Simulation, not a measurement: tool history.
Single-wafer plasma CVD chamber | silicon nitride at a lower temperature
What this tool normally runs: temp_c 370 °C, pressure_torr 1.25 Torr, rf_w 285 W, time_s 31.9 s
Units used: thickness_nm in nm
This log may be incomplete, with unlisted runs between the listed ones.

run,hour,temp_c,pressure_torr,rf_w,time_s,wafers since the last listed run,hours since the last thermocouple change,hours since the last RF generator calibration,hours since the last manometer calibration,hours since the showerhead was replaced,hours since the gauge calibration,"read-back reference wafer on the same gauge, thickness_nm",thickness_nm
1,0.0,370,1.25,285,31.9,0,1448.3,2589.1,1502.2,7144.8,92.7,26.114,30.301
2,6.6,370,1.25,285,31.9,160,1454.9,2595.7,1508.8,7151.4,99.3,26.111,30.459
3,13.4,374,1.45,285,31.9,165,1461.7,2602.5,1515.6,7158.2,106.1,26.095,31.108
4,19.5,374,1.45,285,31.9,148,1467.8,2608.6,1521.7,7164.3,112.2,26.091,31.337
5,31.9,370,1.25,285,31.9,301,1480.2,2621.0,1534.1,7176.7,124.6,26.136,30.576
6,46.2,370,1.25,285,31.9,348,1494.5,2635.3,1548.4,7191.0,138.9,26.097,30.431
7,55.6,370,1.25,285,30.1,228,1503.9,2644.7,1557.8,7200.4,148.3,26.112,28.552
8,68.4,361,1.25,285,31.9,311,1516.7,2657.5,1570.6,7213.2,161.1,26.114,30.388
9,86.0,370,1.25,285,31.9,428,1534.3,2675.1,1588.2,7230.8,178.7,26.093,30.479
10,102.4,370,1.25,285,31.9,399,1550.7,2691.5,1604.6,7247.2,195.1,26.103,30.418
11,117.1,370,1.25,285,31.9,357,1565.4,2706.2,1619.3,7261.9,209.8,26.076,30.330
12,124.6,376,1.48,330,30.3,182,1572.9,2713.7,1626.8,7269.4,217.3,26.106,33.509
13,130.9,365,0.95,230,31.9,153,1579.2,2720.0,1633.1,7275.7,223.6,26.086,23.881
14,146.3,384,1.09,240,29.3,374,1594.6,2735.4,1648.5,7291.1,239.0,26.105,23.349
# hour 160.1: showerhead replaced
15,162.8,370,1.01,320,31.9,206,1611.1,2751.9,1665.0,2.7,255.5,26.097,32.037
# hour 172.4: capacitance manometer re-zeroed and calibrated
# hour 181.7: thermocouple changed; heater temperature recalibrated
# hour 182.9: RF generator calibrated
16,211.3,370,1.25,285,31.9,761,29.6,28.4,38.9,51.2,304.0,26.089,30.467
17,227.8,370,1.25,285,31.9,401,46.1,44.9,55.4,67.7,320.5,26.126,30.637
18,234.8,370,1.25,320,31.9,170,53.1,51.9,62.4,74.7,327.5,26.112,33.548
# hour 238.9: gauge calibrated
19,250.1,370,1.25,285,34.2,372,68.4,67.2,77.7,90.0,11.2,26.087,32.719
20,264.0,370,1.25,285,31.9,338,82.3,81.1,91.6,103.9,25.1,26.080,30.337
21,277.6,370,0.98,285,36.0,330,95.9,94.7,105.2,117.5,38.7,26.081,32.789
22,290.2,370,1.03,285,31.9,306,108.5,107.3,117.8,130.1,51.3,26.064,29.365
23,298.9,370,1.25,285,28.8,211,117.2,116.0,126.5,138.8,60.0,26.094,27.392

What if the next run were any one of these 3? Each begins from the tool's condition after run 23:
A,299.3,370,1.25,285,31.9,9,117.6,116.4,126.9,139.2,60.4,?,?
B,299.3,357,1.25,285,33.7,9,117.6,116.4,126.9,139.2,60.4,?,?
C,299.3,370,1.25,245,31.9,9,117.6,116.4,126.9,139.2,60.4,?,?

run,"read-back reference wafer on the same gauge, thickness_nm",thickness_nm
A,26.109,30.251
B,26.109,32.138
C,26.109,26.516
With no hidden state in the tool, these same runs would have given:
run,thickness_nm
A,30.251
B,32.138
C,26.516

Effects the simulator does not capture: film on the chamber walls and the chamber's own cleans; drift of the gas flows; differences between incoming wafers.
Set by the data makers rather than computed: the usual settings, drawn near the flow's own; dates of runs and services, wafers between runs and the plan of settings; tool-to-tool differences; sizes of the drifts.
